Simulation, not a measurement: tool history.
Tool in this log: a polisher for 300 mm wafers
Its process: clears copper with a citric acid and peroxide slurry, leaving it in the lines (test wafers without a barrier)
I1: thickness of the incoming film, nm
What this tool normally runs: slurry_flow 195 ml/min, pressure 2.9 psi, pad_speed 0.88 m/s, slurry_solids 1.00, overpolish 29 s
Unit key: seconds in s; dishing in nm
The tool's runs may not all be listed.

Run 1, hour 0.0: usual settings; I1 300.7. Result: seconds 157.8 s, dishing 38.8 nm.
Run 2, hour 29.3: usual settings but slurry_solids 1.10; I1 309.7. Result: seconds 159.2 s, dishing 38.8 nm.
At hour 82.5: worn pad replaced by a new one.
Run 3, hour 83.0: usual settings but slurry_solids 1.10; I1 310.3. Result: seconds 151.1 s, dishing 42.3 nm.
Run 4, hour 114.2: usual settings but slurry_solids 1.10; I1 307.4. Result: seconds 154.9 s, dishing 41.1 nm.
At hour 130.1: slurry blender recalibrated.
Run 5, hour 179.2: usual settings; I1 304.5. Result: seconds 161.9 s, dishing 39.0 nm.
Run 6, hour 209.3: usual settings; I1 308.4. Result: seconds 163.9 s, dishing 38.6 nm.
Run 7, hour 267.3: usual settings; I1 302.2. Result: seconds 164.1 s, dishing 36.9 nm.
At hour 284.3: slurry nozzle cleaned.
Run 8, hour 311.2: usual settings; I1 305.6. Result: seconds 160.8 s, dishing 39.3 nm.
Run 9, hour 352.7: usual settings; I1 306.6. Result: seconds 161.9 s, dishing 39.4 nm.
Run 10, hour 424.5: usual settings; I1 302.1. Result: seconds 159.9 s, dishing 36.7 nm.
At hour 453.0: worn pad replaced by a new one.
At hour 476.5: head pressure recalibrated.
Run 11, hour 485.6: usual settings; I1 305.7. Result: seconds 157.2 s, dishing 40.0 nm.
Run 12, hour 526.8: usual settings but slurry_solids 0.75, overpolish 45 s; I1 307.8. Result: seconds 171.2 s, dishing 52.7 nm.
At hour 537.7: slurry blender recalibrated.
Run 13, hour 581.8: usual settings but pressure 3.2 psi, pad_speed 0.62 m/s, slurry_solids 1.20; I1 310.0. Result: seconds 205.7 s, dishing 33.0 nm.
Run 14, hour 610.3: usual settings but pressure 3.9 psi, pad_speed 0.96 m/s; I1 302.2. Result: seconds 113.9 s, dishing 54.6 nm.
Run 15, hour 673.8: usual settings but pressure 2.4 psi, pad_speed 1.02 m/s; I1 306.8. Result: seconds 176.6 s, dishing 36.7 nm.
At hour 711.0: slurry nozzle cleaned.
Run 16, hour 725.7: usual settings but slurry_flow 160 ml/min, pad_speed 0.66 m/s, overpolish 24 s; I1 302.3. Result: seconds 214.0 s, dishing 24.7 nm.
Run 17, hour 786.7: usual settings but pad_speed 0.76 m/s; I1 306.7. Result: seconds 187.0 s, dishing 33.0 nm.
At hour 837.5: worn pad replaced by a new one.
Run 18, hour 857.9: usual settings but slurry_flow 260 ml/min, overpolish 39 s; I1 297.9. Result: seconds 149.1 s, dishing 53.0 nm.
Run 19, hour 892.7: usual settings but slurry_flow 140 ml/min, pad_speed 0.64 m/s, slurry_solids 1.30, overpolish 42 s; I1 305.1. Result: seconds 209.5 s, dishing 43.6 nm.
At hour 935.7: slurry blender recalibrated.
Run 20, hour 951.1: usual settings but slurry_flow 160 ml/min, pressure 3.9 psi; I1 301.8. Result: seconds 119.7 s, dishing 49.2 nm.
Run 21, hour 1003.2: usual settings; I1 311.5. Result: seconds 163.7 s, dishing 37.7 nm.
At hour 1043.8: slurry nozzle cleaned.
Run 22, hour 1053.1: usual settings; I1 304.6. Result: seconds 159.2 s, dishing 38.0 nm.
Run 23, hour 1115.2: usual settings; I1 308.9. Result: seconds 159.6 s, dishing 39.1 nm.
At hour 1169.4: worn pad replaced by a new one.
Run 24, hour 1180.1: usual settings but pressure 3.7 psi, overpolish 23 s; I1 305.1. Result: seconds 120.3 s, dishing 41.6 nm.
Run 25, hour 1211.8: usual settings; I1 305.4. Result: seconds 157.1 s, dishing 39.3 nm.
Run 26, hour 1255.0: usual settings; I1 303.8. Result: seconds 157.0 s, dishing 39.0 nm.
At hour 1298.5: slurry blender recalibrated.
Run 27, hour 1315.2: usual settings but pad_speed 0.58 m/s; I1 308.6. Result: seconds 247.5 s, dishing 26.3 nm.
Run 28, hour 1365.9: usual settings but pad_speed 0.78 m/s, slurry_solids 0.90; I1 298.7. Result: seconds 184.6 s, dishing 33.8 nm.

What the log doesn't show, run by run:
deviation of the head's pressure from its setpoint, %: 0 across all the runs
abrasive missing from the slurry, %: 0 across all the runs
H1: removal rate lost through wear of the pad, %
H2: slurry flow missing at the pad, %
run     H1     H2
  1   6.12   7.24
  2   6.25   8.96
  3  0.406   13.4
  4   1.87   16.7
  5   3.93   25.4
  6   4.56   30.3
  7   5.42   41.1
  8   5.84    4.7
  9   6.12   5.83
 10   6.42   10.1
 11   1.67   16.1
 12   3.09   21.3
 13   4.37   29.7
 14   4.83   34.8
 15   5.54   47.8
 16    5.9   1.66
 17   6.16   3.24
 18   1.63   7.76
 19   2.99     11
 20   4.55     18
 21   5.42     26
 22   5.97  0.578
 23    6.4   2.01
 24   0.88   5.85
 25   2.24    8.6
 26    3.6   13.3
 27   4.84   21.6
 28    5.5   30.1
